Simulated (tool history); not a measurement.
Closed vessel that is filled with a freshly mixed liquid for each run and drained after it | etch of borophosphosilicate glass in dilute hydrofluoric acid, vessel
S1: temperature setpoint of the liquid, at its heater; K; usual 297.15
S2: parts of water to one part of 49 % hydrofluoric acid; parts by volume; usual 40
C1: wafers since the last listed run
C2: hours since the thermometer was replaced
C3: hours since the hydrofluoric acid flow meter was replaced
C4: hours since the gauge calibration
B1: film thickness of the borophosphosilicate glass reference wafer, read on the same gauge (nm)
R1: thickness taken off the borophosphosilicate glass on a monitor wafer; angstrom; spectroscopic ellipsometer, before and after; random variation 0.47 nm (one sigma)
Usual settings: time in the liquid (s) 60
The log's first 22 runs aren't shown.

{"run": 23, "hour": 1442.7, "S1": 294.65, "S2": 55, "time in the liquid (s)": 35, "C1": 3339, "C2": 229, "C3": 607.1, "C4": 1041.4, "B1": 150, "R1": 233.2}
{"run": 24, "hour": 1508.1, "S1": 297.15, "S2": 55, "time in the liquid (s)": 30, "C1": 4637, "C2": 294.4, "C3": 672.5, "C4": 1106.8, "B1": 149.96, "R1": 220}
{"run": 25, "hour": 1556.0, "S1": 294.65, "S2": 40, "time in the liquid (s)": 60, "C1": 3396, "C2": 342.3, "C3": 720.4, "C4": 1154.7, "B1": 150, "R1": 551.9}
{"run": 26, "hour": 1609.8, "S1": 300.65, "S2": 30, "time in the liquid (s)": 70, "C1": 3814, "C2": 396.1, "C3": 774.2, "C4": 1208.5, "B1": 149.97, "R1": 1102}
{"run": 27, "hour": 1672.6, "S1": 297.15, "S2": 50, "time in the liquid (s)": 60, "C1": 4453, "C2": 458.9, "C3": 837, "C4": 1271.3, "B1": 150, "R1": 484.1}
{"run": 28, "hour": 1713.0, "S1": 299.15, "S2": 40, "time in the liquid (s)": 60, "C1": 2864, "C2": 499.3, "C3": 877.4, "C4": 1311.7, "B1": 150, "R1": 665.1}
{"run": 29, "hour": 1783.8, "S1": 297.15, "S2": 40, "time in the liquid (s)": 60, "C1": 5020, "C2": 570.1, "C3": 948.2, "C4": 1382.5, "B1": 149.99, "R1": 604.8}
{"hour": 1848.5, "done": "gauge calibrated"}
{"run": 30, "hour": 1884.1, "S1": 292.65, "S2": 40, "time in the liquid (s)": 60, "C1": 7112, "C2": 670.4, "C3": 1048.5, "C4": 35.6, "B1": 150, "R1": 497.7}
{"run": 31, "hour": 1950.1, "S1": 299.15, "S2": 20, "time in the liquid (s)": 90, "C1": 4680, "C2": 736.4, "C3": 1114.5, "C4": 101.6, "B1": 150, "R1": 2015.6}
{"run": 32, "hour": 2017.3, "S1": 299.15, "S2": 30, "time in the liquid (s)": 85, "C1": 4765, "C2": 803.6, "C3": 1181.7, "C4": 168.8, "B1": 150, "R1": 1238.1}
{"run": 33, "hour": 2113.3, "S1": 294.65, "S2": 55, "time in the liquid (s)": 35, "C1": 6807, "C2": 899.6, "C3": 1277.7, "C4": 264.8, "B1": 149.99, "R1": 222.3}

3 ways to go on from here, each from the tool as it stands after run 33. What would each give?
{"run": "A", "hour": 2114.0, "S1": 297.15, "S2": 55, "time in the liquid (s)": 60, "C1": 49, "C2": 900.3, "C3": 1278.4, "C4": 265.5, "B1": "?", "R1": "?"}
{"run": "B", "hour": 2114.0, "S1": 301.65, "S2": 40, "time in the liquid (s)": 60, "C1": 49, "C2": 900.3, "C3": 1278.4, "C4": 265.5, "B1": "?", "R1": "?"}
{"run": "C", "hour": 2114.0, "S1": 297.15, "S2": 40, "time in the liquid (s)": 30, "C1": 49, "C2": 900.3, "C3": 1278.4, "C4": 265.5, "B1": "?", "R1": "?"}

run=A B1=150.03 R1=424.8
run=B B1=150.03 R1=716.8
run=C B1=150.03 R1=298.5
Without the tool's hidden state the same runs would have given:
run=A R1=471.7
run=B R1=794.9
run=C R1=330.8
